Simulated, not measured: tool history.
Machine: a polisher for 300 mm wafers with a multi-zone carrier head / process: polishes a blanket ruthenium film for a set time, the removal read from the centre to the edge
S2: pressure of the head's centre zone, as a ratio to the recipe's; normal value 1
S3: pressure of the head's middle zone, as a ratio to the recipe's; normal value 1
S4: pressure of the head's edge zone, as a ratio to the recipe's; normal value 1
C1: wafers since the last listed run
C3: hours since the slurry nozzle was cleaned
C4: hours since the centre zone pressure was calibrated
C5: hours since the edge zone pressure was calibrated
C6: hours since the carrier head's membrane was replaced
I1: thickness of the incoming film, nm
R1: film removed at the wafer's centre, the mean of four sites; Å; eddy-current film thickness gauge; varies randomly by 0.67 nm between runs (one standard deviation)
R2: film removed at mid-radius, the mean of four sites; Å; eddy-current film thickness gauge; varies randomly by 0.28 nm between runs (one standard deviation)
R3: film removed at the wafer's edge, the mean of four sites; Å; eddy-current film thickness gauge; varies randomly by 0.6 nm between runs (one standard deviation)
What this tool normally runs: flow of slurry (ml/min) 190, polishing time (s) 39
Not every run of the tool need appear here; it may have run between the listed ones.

run 1 hour=0 | flow_of_slurry_(ml/min)=190 S2=1 S3=1 S4=1 polishing_time_(s)=39 | C1=0 wafers_polished_on_this_pad=1021 C3=18.3 C4=79.2 C5=752.1 C6=350.2 | I1=576.9 | R1=461 R2=456 R3=452
run 2 hour=92.2 | flow_of_slurry_(ml/min)=190 S2=1 S3=1 S4=1 polishing_time_(s)=36 | C1=1020 wafers_polished_on_this_pad=2041 C3=110.5 C4=171.4 C5=844.3 C6=442.4 | I1=579.9 | R1=426 R2=413 R3=408
run 3 hour=189.9 | flow_of_slurry_(ml/min)=190 S2=1 S3=1 S4=1 polishing_time_(s)=36 | C1=1081 wafers_polished_on_this_pad=3123 C3=208.2 C4=269.1 C5=942 C6=540.1 | I1=578.3 | R1=418 R2=412 R3=416
-- hour=199.2 carrier head's membrane replaced by a new one
-- hour=225.6 worn pad replaced by a new one
run 4 hour=262.5 | flow_of_slurry_(ml/min)=190 S2=1 S3=1 S4=1 polishing_time_(s)=36 | C1=704 wafers_polished_on_this_pad=408 C3=280.8 C4=341.7 C5=1014.6 C6=63.3 | I1=581.7 | R1=407 R2=411 R3=399
run 5 hour=300.1 | flow_of_slurry_(ml/min)=220 S2=1 S3=1 S4=1 polishing_time_(s)=31 | C1=416 wafers_polished_on_this_pad=824 C3=318.4 C4=379.3 C5=1052.2 C6=100.9 | I1=589 | R1=357 R2=363 R3=356
-- hour=385.1 edge zone pressure recalibrated
run 6 hour=391.6 | flow_of_slurry_(ml/min)=220 S2=1 S3=1 S4=1 polishing_time_(s)=31 | C1=990 wafers_polished_on_this_pad=1815 C3=409.9 C4=470.8 C5=6.5 C6=192.4 | I1=577 | R1=356 R2=356 R3=360
run 7 hour=476.7 | flow_of_slurry_(ml/min)=220 S2=1 S3=1 S4=1 polishing_time_(s)=31 | C1=942 wafers_polished_on_this_pad=2757 C3=495 C4=555.9 C5=91.6 C6=277.5 | I1=578.8 | R1=359 R2=351 R3=346
run 8 hour=573.2 | flow_of_slurry_(ml/min)=190 S2=1 S3=1 S4=1 polishing_time_(s)=48 | C1=1068 wafers_polished_on_this_pad=3826 C3=591.5 C4=652.4 C5=188.1 C6=374 | I1=578.5 | R1=525 R2=519 R3=529
-- hour=618.6 worn pad replaced by a new one
run 9 hour=619.1 | flow_of_slurry_(ml/min)=235 S2=1 S3=1.06 S4=1.12 polishing_time_(s)=39 | C1=463 wafers_polished_on_this_pad=5 C3=637.4 C4=698.3 C5=234 C6=419.9 | I1=582.9 | R1=430 R2=453 R3=462
-- hour=636.2 slurry nozzle cleaned
run 10 hour=680.7 | flow_of_slurry_(ml/min)=190 S2=0.88 S3=1 S4=1.06 polishing_time_(s)=49 | C1=670 wafers_polished_on_this_pad=676 C3=44.5 C4=759.9 C5=295.6 C6=481.5 | I1=589.4 | R1=501 R2=570 R3=581
run 11 hour=761.5 | flow_of_slurry_(ml/min)=245 S2=1 S3=1 S4=1 polishing_time_(s)=48 | C1=894 wafers_polished_on_this_pad=1570 C3=125.3 C4=840.7 C5=376.4 C6=562.3 | I1=587.1 | R1=581 R2=575 R3=560
run 12 hour=822.4 | flow_of_slurry_(ml/min)=230 S2=1 S3=0.89 S4=0.92 polishing_time_(s)=29 | C1=674 wafers_polished_on_this_pad=2244 C3=186.2 C4=901.6 C5=437.3 C6=623.2 | I1=577.8 | R1=344 R2=309 R3=325
-- hour=828 centre zone pressure recalibrated
run 13 hour=872.2 | flow_of_slurry_(ml/min)=230 S2=1 S3=1 S4=0.96 polishing_time_(s)=39 | C1=529 wafers_polished_on_this_pad=2774 C3=236 C4=44.2 C5=487.1 C6=673 | I1=575.4 | R1=462 R2=454 R3=436
-- hour=898.5 carrier head's membrane replaced by a new one
run 14 hour=948.2 | flow_of_slurry_(ml/min)=190 S2=1 S3=1 S4=1 polishing_time_(s)=39 | C1=786 wafers_polished_on_this_pad=3560 C3=312 C4=120.2 C5=563.1 C6=49.7 | I1=584.2 | R1=445 R2=439 R3=436
run 15 hour=1000.1 | flow_of_slurry_(ml/min)=190 S2=1 S3=1 S4=1 polishing_time_(s)=39 | C1=574 wafers_polished_on_this_pad=4134 C3=363.9 C4=172.1 C5=615 C6=101.6 | I1=574.4 | R1=437 R2=439 R3=438
-- hour=1007.7 worn pad replaced by a new one
run 16 hour=1072.3 | flow_of_slurry_(ml/min)=190 S2=1 S3=1 S4=0.89 polishing_time_(s)=39 | C1=755 wafers_polished_on_this_pad=714 C3=436.1 C4=244.3 C5=687.2 C6=173.8 | I1=573.6 | R1=425 R2=431 R3=414

Predict the results of run 17:
run 17 hour=1139.7 | flow_of_slurry_(ml/min)=190 S2=1 S3=1 S4=1 polishing_time_(s)=39 | C1=746 wafers_polished_on_this_pad=1460 C3=503.5 C4=311.7 C5=754.6 C6=241.2 | I1=589.8 | R1=? R2=? R3=?

{"run 17": {"R1": 427, "R2": 425, "R3": 428}}
Were there no unlogged condition in the tool, this run, its random variation unchanged, would have produced R1 464 Å, R2 457 Å, R3 450 Å.
